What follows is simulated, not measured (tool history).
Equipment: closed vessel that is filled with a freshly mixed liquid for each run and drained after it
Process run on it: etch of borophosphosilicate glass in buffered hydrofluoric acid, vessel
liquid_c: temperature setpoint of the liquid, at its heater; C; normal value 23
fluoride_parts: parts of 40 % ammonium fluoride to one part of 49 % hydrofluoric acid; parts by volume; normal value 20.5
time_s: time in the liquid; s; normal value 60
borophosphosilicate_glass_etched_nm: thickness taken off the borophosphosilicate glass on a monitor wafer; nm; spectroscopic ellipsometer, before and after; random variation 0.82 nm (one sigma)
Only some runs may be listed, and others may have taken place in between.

run   hour  liquid_c  fluoride_parts  time_s  wafers since the last listed run  hours since the thermometer was replaced  hours since the hydrofluoric acid flow meter was replaced  hours since the gauge calibration  read-back film thickness of the borophosphosilicate glass reference wafer, read on the same gauge (nm)  borophosphosilicate_glass_etched_nm
  1      0      26.5            20.5      60                                 0                                    2539.6                                                      662.6                              101.7                                                                                                      90                               134.23
  2   32.6        23            20.5      70                              3639                                    2572.2                                                      695.2                              134.3                                                                                                   90.01                               128.28
  3     66        23            20.5      70                              3728                                    2605.6                                                      728.6                              167.7                                                                                                      90                               128.32
  4   95.4        23            20.5      60                              3282                                      2635                                                        758                              197.1                                                                                                   90.01                                111.6
  5  121.4      25.5            20.5      65                              2902                                      2661                                                        784                              223.1                                                                                                   89.99                               136.98
  6  156.3      25.5            20.5      65                              3896                                    2695.9                                                      818.9                                258                                                                                                   90.01                                137.2
  7    170        23            20.5      60                              1529                                    2709.6                                                      832.6                              271.7                                                                                                      90                               110.41
  8  182.6        23            20.5      60                              1406                                    2722.2                                                      845.2                              284.3                                                                                                   89.99                               110.49
     217.4  -- thermometer replaced
  9  239.1      21.5            24.5      60                              6195                                      21.7                                                      901.7                              340.8                                                                                                   89.98                                90.77
 10    275      21.5            24.5      60                              4007                                      57.6                                                      937.6                              376.7                                                                                                   90.01                                89.12
 11  305.1      21.5            24.5      60                              3360                                      87.7                                                      967.7                              406.8                                                                                                   90.02                                89.17
 12  338.3        23            20.5      60                              3706                                     120.9                                                     1000.9                                440                                                                                                   90.01                               109.24
 13  355.9        23            20.5      60                              1964                                     138.5                                                     1018.5                              457.6                                                                                                   90.01                               109.87
 14  383.4      21.5              17      30                              3070                                       166                                                       1046                              485.1                                                                                                   89.98                                60.58
 15  409.4        23            20.5      60                              2902                                       192                                                       1072                              511.1                                                                                                   89.99                               110.39
 16  425.5        23            20.5      60                              1797                                     208.1                                                     1088.1                              527.2                                                                                                   90.01                               111.12
 17  455.2        23              13      45                              3315                                     237.8                                                     1117.8                              556.9                                                                                                   90.01                               129.86
       469  -- hydrofluoric acid flow meter replaced
 18  486.8        27            25.5      30                              3416                                     269.4                                                       17.8                              588.5                                                                                                   89.99                                59.12
 19  509.7        23            20.5      60                              2556                                     292.3                                                       40.7                              611.4                                                                                                   90.01                               111.08
 20  536.7        25            20.5      30                              3014                                     319.3                                                       67.7                              638.4                                                                                                   89.98                                60.53
 21  563.3        26            20.5      30                              2969                                     345.9                                                       94.3                                665                                                                                                   90.01                                64.93
 22  576.1        21              17      60                              1428                                     358.7                                                      107.1                              677.8                                                                                                   89.99                               118.94
 23  588.2        20            27.5      40                              1350                                     370.8                                                      119.2                              689.9                                                                                                   89.99                                50.47
     591.1  -- gauge calibrated
 24  618.9      27.5              23      30                              3427                                     401.5                                                      149.9                               27.8                                                                                                      90                                64.98
 25  633.8      25.5            20.5      90                              1663                                     416.4                                                      164.8                               42.7                                                                                                      90                               188.05
 26    654        21              18      40                              2255                                     436.6                                                        185                               62.9                                                                                                   90.01                                73.95
 27  684.3        23              24      45                              3382                                     466.9                                                      215.3                               93.2                                                                                                   89.99                                73.85
 28  766.5        23            24.5      70                              9176                                     549.1                                                      297.5                              175.4                                                                                                   90.01                               114.91
 29    782        23            20.5      60                              1730                                     564.6                                                        313                              190.9                                                                                                   90.01                               109.41
 30    811      24.5              13      30                              3237                                     593.6                                                        342                              219.9                                                                                                      90                                93.03
 31  827.4        20            27.5      40                              1830                                       610                                                      358.4                              236.3                                                                                                      90                                50.96

Consider 5 possible next runs. They are alternatives, not a sequence: every one starts from the tool as it was left by run 31. What does each give?
  A  828.1        23              17      60                                78                                     610.7                                                      359.1                                237                                                                                                       ?                                    ?
  B  828.1      18.5            20.5      40                                78                                     610.7                                                      359.1                                237                                                                                                       ?                                    ?
  C  828.1      25.5            20.5      60                                78                                     610.7                                                      359.1                                237                                                                                                       ?                                    ?
  D  828.1        20              18      80                                78                                     610.7                                                      359.1                                237                                                                                                       ?                                    ?
  E  828.1        23            20.5      80                                78                                     610.7                                                      359.1                                237                                                                                                       ?                                    ?

run  read-back film thickness of the borophosphosilicate glass reference wafer, read on the same gauge (nm)  borophosphosilicate_glass_etched_nm
  A                                                                                                      90                               132.55
  B                                                                                                      90                                57.67
  C                                                                                                      90                               127.03
  D                                                                                                      90                               141.62
  E                                                                                                      90                               147.93
Stripped of hidden state, with their random variation kept, the same runs would have yielded:
run  borophosphosilicate_glass_etched_nm
  A                               132.55
  B                                57.67
  C                               127.03
  D                               141.62
  E                               147.93
